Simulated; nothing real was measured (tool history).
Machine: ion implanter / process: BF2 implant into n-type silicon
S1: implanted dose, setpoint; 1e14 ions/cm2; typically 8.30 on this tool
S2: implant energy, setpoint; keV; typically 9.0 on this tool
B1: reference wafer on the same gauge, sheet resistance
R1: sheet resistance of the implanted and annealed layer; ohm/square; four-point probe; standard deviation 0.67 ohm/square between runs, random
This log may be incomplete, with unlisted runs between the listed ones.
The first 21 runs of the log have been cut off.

run     day     S1    S2      B1      R1
 22  26.425   7.37   9.0  314.15  283.38
 23  27.238   9.32   9.0  313.89  267.59
 24  28.350   8.30   9.0  313.87  274.56
 25  29.629   6.40   7.0  313.86  318.76
 26  31.088   8.30   9.0  314.25  274.04
     31.817  -- Faraday cup replaced and dose calibrated
 27  32.125   6.50  10.0  313.82  288.95
 28  33.329   6.38  12.0  314.06  276.03
     33.700  -- gauge calibrated
 29  34.608   8.30   7.5  313.97  293.08
 30  35.958   6.70   9.0  313.81  295.60
 31  37.400   7.61  10.0  314.03  275.24
 32  38.446   7.50   8.0  314.27  296.13
 33  39.696   8.30   9.0  313.92  278.55
 34  41.162  10.66   6.5  314.16  288.08
 35  42.275   8.30   9.0  314.06  277.36
 36  42.854   7.29   9.0  314.06  287.43
 37  43.421   6.80  11.0  313.87  275.59

Predict each of these 5 candidate next runs independently; none follows another, all start after run 37:
  A  43.438   8.30   9.0   ?   ?
  B  43.438   7.59  11.0   ?   ?
  C  43.438   6.48   7.5   ?   ?
  D  43.438  10.33   7.5   ?   ?
  E  43.438   8.30   6.0   ?   ?

run      B1      R1
  A  313.94  276.08
  B  313.94  265.61
  C  313.94  314.77
  D  313.94  277.86
  E  313.94  310.68
Stripped of hidden state, with their random variation kept, the same runs would have yielded:
run      R1
  A  276.99
  B  266.62
  C  316.29
  D  278.53
  E  311.78

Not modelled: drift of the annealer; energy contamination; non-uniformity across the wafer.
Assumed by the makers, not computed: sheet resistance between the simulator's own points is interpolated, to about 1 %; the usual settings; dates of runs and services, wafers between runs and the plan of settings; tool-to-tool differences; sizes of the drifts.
